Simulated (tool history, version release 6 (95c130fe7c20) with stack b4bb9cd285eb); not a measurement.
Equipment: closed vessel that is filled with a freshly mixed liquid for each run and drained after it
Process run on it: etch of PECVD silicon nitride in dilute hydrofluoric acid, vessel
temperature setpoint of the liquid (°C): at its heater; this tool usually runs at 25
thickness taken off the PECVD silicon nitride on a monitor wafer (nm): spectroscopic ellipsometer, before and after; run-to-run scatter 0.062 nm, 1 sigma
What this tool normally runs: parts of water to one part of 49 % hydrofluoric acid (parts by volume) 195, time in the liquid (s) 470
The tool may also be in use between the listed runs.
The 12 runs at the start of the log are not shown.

run,hour,temperature setpoint of the liquid (°C),parts of water to one part of 49 % hydrofluoric acid (parts by volume),time in the liquid (s),wafers since the last listed run,hours since the thermometer was replaced,hours since the hydrofluoric acid flow meter was replaced,hours since the gauge calibration,"read-back film thickness of the PECVD silicon nitride reference wafer, read on the same gauge (nm)",thickness taken off the PECVD silicon nitride on a monitor wafer (nm)
# hour 560.5: hydrofluoric acid flow meter replaced
# hour 611.4: gauge calibrated
13,619.3,22,140,605,4751,370.4,58.8,7.9,129.99,13.29
14,659.4,25,255,470,3058,410.5,98.9,48,130.01,6.94
15,690.4,26.5,195,470,2364,441.5,129.9,79,130,9.95
16,806,25,195,470,8816,557.1,245.5,194.6,129.99,8.91
17,837.4,25,195,470,2394,588.5,276.9,226,130.01,8.99
18,905.5,25,270,470,5193,656.6,345,294.1,130.01,6.4
19,962.5,25,195,470,4347,713.6,402,351.1,130.01,8.89
20,1012.6,25,195,470,3821,763.7,452.1,401.2,130.01,8.88
21,1058.3,27.5,275,605,3485,809.4,497.8,446.9,130.01,9.39
22,1099.3,29.5,195,470,3126,850.4,538.8,487.9,129.98,11.44
23,1129.4,26.5,250,470,2295,880.5,568.9,518,130,7.57
# hour 1210.1: hydrofluoric acid flow meter replaced
24,1311.7,25,135,470,13827,1062.8,101.6,700.3,130.03,12.41
25,1432.6,25,195,470,9220,1183.7,222.5,821.2,129.97,8.61
26,1502.8,25,195,305,5353,1253.9,292.7,891.4,130,5.61
# hour 1541.4: thermometer replaced
27,1547.5,25,195,380,3332,6.1,337.4,936.1,130,7.54
28,1609.1,25,195,470,4698,67.7,399,997.7,129.99,9.22
29,1658.2,27,165,260,3744,116.8,448.1,1046.8,129.98,6.89
30,1714.3,26.5,125,605,4278,172.9,504.2,1102.9,129.99,20.37
31,1753.7,25,195,470,3004,212.3,543.6,1142.3,130.02,9.24

Branching from run 31: 5 alternative next runs. What would each branch give?
A,1754.5,25,195,695,61,213.1,544.4,1143.1,?,?
B,1754.5,25,195,270,61,213.1,544.4,1143.1,?,?
C,1754.5,29.5,245,705,61,213.1,544.4,1143.1,?,?
D,1754.5,28.5,195,470,61,213.1,544.4,1143.1,?,?
E,1754.5,27,195,740,61,213.1,544.4,1143.1,?,?

run,"read-back film thickness of the PECVD silicon nitride reference wafer, read on the same gauge (nm)",thickness taken off the PECVD silicon nitride on a monitor wafer (nm)
A,130,13.68
B,130,5.31
C,130,14.52
D,130,11.49
E,130,16.5
Stripped of hidden state, with their random variation kept, the same runs would have yielded:
run,thickness taken off the PECVD silicon nitride on a monitor wafer (nm)
A,13.88
B,5.39
C,14.71
D,11.65
E,16.74
